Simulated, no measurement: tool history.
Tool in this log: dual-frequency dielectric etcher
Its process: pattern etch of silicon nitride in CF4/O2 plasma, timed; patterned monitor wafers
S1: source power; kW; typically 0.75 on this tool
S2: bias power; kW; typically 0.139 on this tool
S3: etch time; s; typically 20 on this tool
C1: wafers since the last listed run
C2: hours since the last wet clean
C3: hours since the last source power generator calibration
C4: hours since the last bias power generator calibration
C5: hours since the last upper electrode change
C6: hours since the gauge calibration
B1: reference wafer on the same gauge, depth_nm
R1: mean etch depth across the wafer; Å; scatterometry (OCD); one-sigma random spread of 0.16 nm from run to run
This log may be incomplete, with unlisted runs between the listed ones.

run,hour,S1,S2,S3,C1,C2,C3,C4,C5,C6,B1,R1
1,0,0.66,0.139,20,0,423.1,3269.6,2824,2790.3,724.3,52.9,505
2,55.8,0.75,0.112,20,629,478.9,3325.4,2879.8,2846.1,780.1,52.9,538
3,104.3,0.75,0.112,20,547,527.4,3373.9,2928.3,2894.6,828.6,52.9,538
4,169.4,0.62,0.139,20,734,592.5,3439,2993.4,2959.7,893.7,52.9,474
5,214.6,0.75,0.139,20,510,637.7,3484.2,3038.6,3004.9,938.9,52.9,565
# hour 313.1: wet clean of the chamber
6,315,0.75,0.139,20,862,1.9,3584.6,3139,3105.3,1039.3,52.9,597
# hour 376: bias power generator calibrated
7,419.9,0.75,0.139,20,1138,106.8,3689.5,43.9,3210.2,1144.2,52.9,596
8,483.7,0.75,0.139,20,720,170.6,3753.3,107.7,3274,1208,52.9,594
# hour 503.7: gauge calibrated
# hour 511.1: source power generator calibrated
9,526.5,0.75,0.139,16,437,213.4,15.4,150.5,3316.8,22.8,52.9,452
10,611.3,0.69,0.112,25.5,957,298.2,100.2,235.3,3401.6,107.6,52.9,628

What does the tool deliver on the next run?
11,719,0.63,0.121,14,1215,405.9,207.9,343,3509.3,215.3,?,?

{"run 11": {"B1": 52.9, "R1": 322}}
If the tool had no hidden condition, the same run with the same run-to-run variation would have returned R1 324 Å.
